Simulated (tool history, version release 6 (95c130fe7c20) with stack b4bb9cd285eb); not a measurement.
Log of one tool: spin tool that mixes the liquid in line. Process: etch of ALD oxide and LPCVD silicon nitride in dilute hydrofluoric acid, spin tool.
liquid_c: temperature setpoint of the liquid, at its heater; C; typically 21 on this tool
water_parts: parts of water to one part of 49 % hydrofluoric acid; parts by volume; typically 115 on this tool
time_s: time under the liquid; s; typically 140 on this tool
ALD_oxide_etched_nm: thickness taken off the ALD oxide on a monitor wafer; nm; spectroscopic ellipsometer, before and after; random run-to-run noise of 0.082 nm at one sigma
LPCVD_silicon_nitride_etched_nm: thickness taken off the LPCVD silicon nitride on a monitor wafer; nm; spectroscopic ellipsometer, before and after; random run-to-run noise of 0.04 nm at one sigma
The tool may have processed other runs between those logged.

| run | hour | liquid_c | water_parts | time_s | wafers since the last listed run | hours since the thermometer was replaced | hours since the hydrofluoric acid flow meter was replaced | hours since the gauge calibration | read-back film thickness of the ALD oxide reference wafer, read on the same gauge (nm) | read-back film thickness of the LPCVD silicon nitride reference wafer, read on the same gauge (nm) | ALD_oxide_etched_nm | LPCVD_silicon_nitride_etched_nm |
|---|---|---|---|---|---|---|---|---|---|---|---|---|
| 1 | 0 | 21 | 115 | 140 | 0 | 2108.2 | 1109.1 | 737.3 | 50 | 50.001 | 14.05 | 0.497 |
| 2 | 178.4 | 21 | 115 | 195 | 1333 | 2286.6 | 1287.5 | 915.7 | 49.98 | 50.02 | 19.46 | 0.793 |
| 3 | 211.5 | 21 | 115 | 195 | 247 | 2319.7 | 1320.6 | 948.8 | 49.99 | 50 | 19.45 | 0.665 |
| 4 | 254.2 | 21 | 115 | 140 | 319 | 2362.4 | 1363.3 | 991.5 | 49.97 | 49.989 | 13.8 | 0.518 |
| 5 | 306.2 | 21 | 115 | 140 | 388 | 2414.4 | 1415.3 | 1043.5 | 49.97 | 49.992 | 13.72 | 0.465 |
| 6 | 347 | 21 | 115 | 140 | 304 | 2455.2 | 1456.1 | 1084.3 | 50.03 | 50.023 | 13.72 | 0.472 |
| 7 | 399.6 | 25 | 115 | 165 | 393 | 2507.8 | 1508.7 | 1136.9 | 50.03 | 50.012 | 19.04 | 0.739 |
| 8 | 431.8 | 25 | 115 | 165 | 240 | 2540 | 1540.9 | 1169.1 | 50.02 | 50.01 | 19 | 0.829 |
|  | 488.1 | gauge calibrated |
| 9 | 493.1 | 21 | 115 | 140 | 458 | 2601.3 | 1602.2 | 5 | 50.02 | 50.006 | 13.71 | 0.529 |
| 10 | 525.8 | 21 | 75 | 105 | 244 | 2634 | 1634.9 | 37.7 | 50.07 | 49.997 | 16.45 | 0.566 |
| 11 | 551.3 | 21 | 115 | 105 | 190 | 2659.5 | 1660.4 | 63.2 | 49.98 | 49.997 | 10.25 | 0.368 |
|  | 620.8 | thermometer replaced |
| 12 | 622.6 | 21 | 115 | 140 | 525 | 1.8 | 1731.7 | 134.5 | 49.99 | 49.969 | 13.63 | 0.561 |
| 13 | 691.8 | 21 | 115 | 110 | 517 | 71 | 1800.9 | 203.7 | 50 | 50.013 | 10.7 | 0.408 |
| 14 | 813.2 | 21 | 115 | 140 | 907 | 192.4 | 1922.3 | 325.1 | 50.02 | 50.004 | 13.43 | 0.494 |
|  | 825.1 | hydrofluoric acid flow meter replaced |
| 15 | 857.6 | 21 | 115 | 140 | 324 | 236.8 | 32.5 | 369.5 | 50.01 | 49.999 | 14.78 | 0.514 |
| 16 | 890.6 | 19 | 115 | 85 | 246 | 269.8 | 65.5 | 402.5 | 50.02 | 50.003 | 8.34 | 0.315 |
| 17 | 915 | 25.5 | 85 | 200 | 182 | 294.2 | 89.9 | 426.9 | 49.96 | 49.993 | 35.24 | 1.271 |
| 18 | 977.5 | 24 | 115 | 140 | 467 | 356.7 | 152.4 | 489.4 | 49.95 | 49.999 | 16.32 | 0.669 |
| 19 | 1024.9 | 21 | 90 | 70 | 354 | 404.1 | 199.8 | 536.8 | 49.97 | 49.996 | 9.57 | 0.339 |
| 20 | 1070.7 | 17 | 80 | 140 | 342 | 449.9 | 245.6 | 582.6 | 50.05 | 49.991 | 18.64 | 0.586 |
| 21 | 1107.5 | 21 | 115 | 140 | 275 | 486.7 | 282.4 | 619.4 | 49.99 | 49.993 | 14.63 | 0.532 |
| 22 | 1174.4 | 17 | 115 | 200 | 500 | 553.6 | 349.3 | 686.3 | 50.03 | 49.982 | 17.63 | 0.527 |
| 23 | 1213.1 | 21 | 115 | 220 | 289 | 592.3 | 388 | 725 | 50.02 | 49.996 | 22.74 | 0.81 |
| 24 | 1263.3 | 22.5 | 60 | 185 | 375 | 642.5 | 438.2 | 775.2 | 50.02 | 49.988 | 41.48 | 1.643 |
| 25 | 1304.4 | 19 | 150 | 205 | 307 | 683.6 | 479.3 | 816.3 | 49.96 | 50.022 | 14.31 | 0.53 |

Hidden state, per run?
liquid colder than its thermometer reads (K): 0 at every run
gauge reads high (%): 0 at every run
H1: hydrofluoric acid flow below the setpoint (%)
| run | H1 |
|---|---|
| 1 | 4.72 |
| 2 | 5.39 |
| 3 | 5.52 |
| 4 | 5.68 |
| 5 | 5.88 |
| 6 | 6.03 |
| 7 | 6.23 |
| 8 | 6.35 |
| 9 | 6.58 |
| 10 | 6.7 |
| 11 | 6.8 |
| 12 | 7.07 |
| 13 | 7.33 |
| 14 | 7.79 |
| 15 | 0.185 |
| 16 | 0.309 |
| 17 | 0.401 |
| 18 | 0.636 |
| 19 | 0.815 |
| 20 | 0.988 |
| 21 | 1.13 |
| 22 | 1.38 |
| 23 | 1.52 |
| 24 | 1.71 |
| 25 | 1.87 |
